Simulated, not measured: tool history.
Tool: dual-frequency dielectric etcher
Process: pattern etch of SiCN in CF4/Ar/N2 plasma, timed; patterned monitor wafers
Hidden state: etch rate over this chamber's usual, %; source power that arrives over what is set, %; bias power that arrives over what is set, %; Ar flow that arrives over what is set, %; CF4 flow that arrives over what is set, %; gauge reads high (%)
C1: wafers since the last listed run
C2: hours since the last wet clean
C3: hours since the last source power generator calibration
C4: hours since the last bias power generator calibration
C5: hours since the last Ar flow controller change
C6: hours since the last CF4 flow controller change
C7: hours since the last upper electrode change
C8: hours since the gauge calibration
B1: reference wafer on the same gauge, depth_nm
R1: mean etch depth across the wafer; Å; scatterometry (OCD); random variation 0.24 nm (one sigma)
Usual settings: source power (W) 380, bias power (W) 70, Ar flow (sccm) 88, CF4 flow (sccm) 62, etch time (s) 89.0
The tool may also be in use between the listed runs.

Run 1, hour 0.0: usual settings but Ar flow (sccm) 102; C1 0; C2 421.2; C3 3976.0; C4 1015.2; C5 1129.3; C6 3913.5; C7 3977.7; C8 713.5; B1 64.5. Result: R1 602 Å.
At hour 53.1: wet clean of the chamber.
Run 2, hour 53.6: usual settings but etch time (s) 79.5; C1 195; C2 0.5; C3 4029.6; C4 1068.8; C5 1182.9; C6 3967.1; C7 4031.3; C8 767.1; B1 64.5. Result: R1 553 Å.
Run 3, hour 75.3: usual settings but etch time (s) 79.5; C1 143; C2 22.2; C3 4051.3; C4 1090.5; C5 1204.6; C6 3988.8; C7 4053.0; C8 788.8; B1 64.5. Result: R1 559 Å.
Run 4, hour 116.6: usual settings but etch time (s) 79.5; C1 272; C2 63.5; C3 4092.6; C4 1131.8; C5 1245.9; C6 4030.1; C7 4094.3; C8 830.1; B1 64.5. Result: R1 557 Å.
Run 5, hour 165.7: usual settings; C1 324; C2 112.6; C3 4141.7; C4 1180.9; C5 1295.0; C6 4079.2; C7 4143.4; C8 879.2; B1 64.4. Result: R1 627 Å.
Run 6, hour 228.9: usual settings; C1 417; C2 175.8; C3 4204.9; C4 1244.1; C5 1358.2; C6 4142.4; C7 4206.6; C8 942.4; B1 64.4. Result: R1 626 Å.
Run 7, hour 256.3: usual settings but Ar flow (sccm) 77; C1 181; C2 203.2; C3 4232.3; C4 1271.5; C5 1385.6; C6 4169.8; C7 4234.0; C8 969.8; B1 64.5. Result: R1 637 Å.
At hour 288.6: wet clean of the chamber, repeated, since the last time left the tool worse.
Run 8, hour 289.1: usual settings but Ar flow (sccm) 77; C1 58; C2 0.5; C3 4265.1; C4 1304.3; C5 1418.4; C6 4202.6; C7 4266.8; C8 1002.6; B1 64.6. Result: R1 613 Å.
Run 9, hour 347.4: usual settings but bias power (W) 62, CF4 flow (sccm) 66; C1 385; C2 58.8; C3 4323.4; C4 1362.6; C5 1476.7; C6 4260.9; C7 4325.1; C8 1060.9; B1 64.6. Result: R1 582 Å.
At hour 386.7: gauge calibrated.
At hour 397.8: Ar flow controller replaced.
Run 10, hour 400.9: usual settings but Ar flow (sccm) 71, etch time (s) 101.0; C1 313; C2 112.3; C3 4376.9; C4 1416.1; C5 3.1; C6 4314.4; C7 4378.6; C8 14.2; B1 64.5. Result: R1 711 Å.
At hour 431.5: CF4 flow controller replaced.
At hour 477.6: upper electrode replaced.
Run 11, hour 478.1: usual settings but bias power (W) 53, Ar flow (sccm) 77, CF4 flow (sccm) 50, etch time (s) 69.5; C1 311; C2 189.5; C3 4454.1; C4 1493.3; C5 80.3; C6 46.6; C7 0.5; C8 91.4; B1 64.5. Result: R1 426 Å.
Run 12, hour 527.1: usual settings; C1 323; C2 238.5; C3 4503.1; C4 1542.3; C5 129.3; C6 95.6; C7 49.5; C8 140.4; B1 64.4. Result: R1 610 Å.
At hour 548.7: source power generator calibrated.
Run 13, hour 575.6: usual settings but source power (W) 480, Ar flow (sccm) 70; C1 294; C2 287.0; C3 26.9; C4 1590.8; C5 177.8; C6 144.1; C7 98.0; C8 188.9; B1 64.6. Result: R1 769 Å.
Run 14, hour 614.0: usual settings but source power (W) 450; C1 253; C2 325.4; C3 65.3; C4 1629.2; C5 216.2; C6 182.5; C7 136.4; C8 227.3; B1 64.6. Result: R1 706 Å.
At hour 619.1: bias power generator calibrated.
Run 15, hour 668.3: usual settings but etch time (s) 79.5; C1 332; C2 379.7; C3 119.6; C4 49.2; C5 270.5; C6 236.8; C7 190.7; C8 281.6; B1 64.5. Result: R1 551 Å.
Run 16, hour 708.4: usual settings but Ar flow (sccm) 80; C1 265; C2 419.8; C3 159.7; C4 89.3; C5 310.6; C6 276.9; C7 230.8; C8 321.7; B1 64.6. Result: R1 621 Å.
Run 17, hour 767.1: usual settings but source power (W) 460, bias power (W) 79, CF4 flow (sccm) 74; C1 387; C2 478.5; C3 218.4; C4 148.0; C5 369.3; C6 335.6; C7 289.5; C8 380.4; B1 64.4. Result: R1 771 Å.
At hour 812.2: wet clean of the chamber.
Run 18, hour 816.4: usual settings but etch time (s) 97.0; C1 167; C2 4.2; C3 267.7; C4 197.3; C5 418.6; C6 384.9; C7 338.8; C8 429.7; B1 64.6. Result: R1 653 Å.
Run 19, hour 884.9: usual settings; C1 452; C2 72.7; C3 336.2; C4 265.8; C5 487.1; C6 453.4; C7 407.3; C8 498.2; B1 64.6. Result: R1 603 Å.
Run 20, hour 954.8: usual settings but etch time (s) 113.5; C1 461; C2 142.6; C3 406.1; C4 335.7; C5 557.0; C6 523.3; C7 477.2; C8 568.1; B1 64.4. Result: R1 779 Å.

5 ways to go on from here, each from the tool as it stands after run 20. What would each give?
Run A, hour 955.2: usual settings; C1 2; C2 143.0; C3 406.5; C4 336.1; C5 557.4; C6 523.7; C7 477.6; C8 568.5; B1 ?. Result: R1 ?.
Run B, hour 955.2: usual settings but source power (W) 310, etch time (s) 113.0; C1 2; C2 143.0; C3 406.5; C4 336.1; C5 557.4; C6 523.7; C7 477.6; C8 568.5; B1 ?. Result: R1 ?.
Run C, hour 955.2: usual settings but source power (W) 440, Ar flow (sccm) 78; C1 2; C2 143.0; C3 406.5; C4 336.1; C5 557.4; C6 523.7; C7 477.6; C8 568.5; B1 ?. Result: R1 ?.
Run D, hour 955.2: usual settings but CF4 flow (sccm) 71, etch time (s) 74.5; C1 2; C2 143.0; C3 406.5; C4 336.1; C5 557.4; C6 523.7; C7 477.6; C8 568.5; B1 ?. Result: R1 ?.
Run E, hour 955.2: usual settings but bias power (W) 86, etch time (s) 106.0; C1 2; C2 143.0; C3 406.5; C4 336.1; C5 557.4; C6 523.7; C7 477.6; C8 568.5; B1 ?. Result: R1 ?.

run    B1   R1
  A  64.4  611
  B  64.4  652
  C  64.4  704
  D  64.4  520
  E  64.4  786
Without the tool's hidden state the same runs would have given:
run   R1
  A  609
  B  650
  C  702
  D  519
  E  784
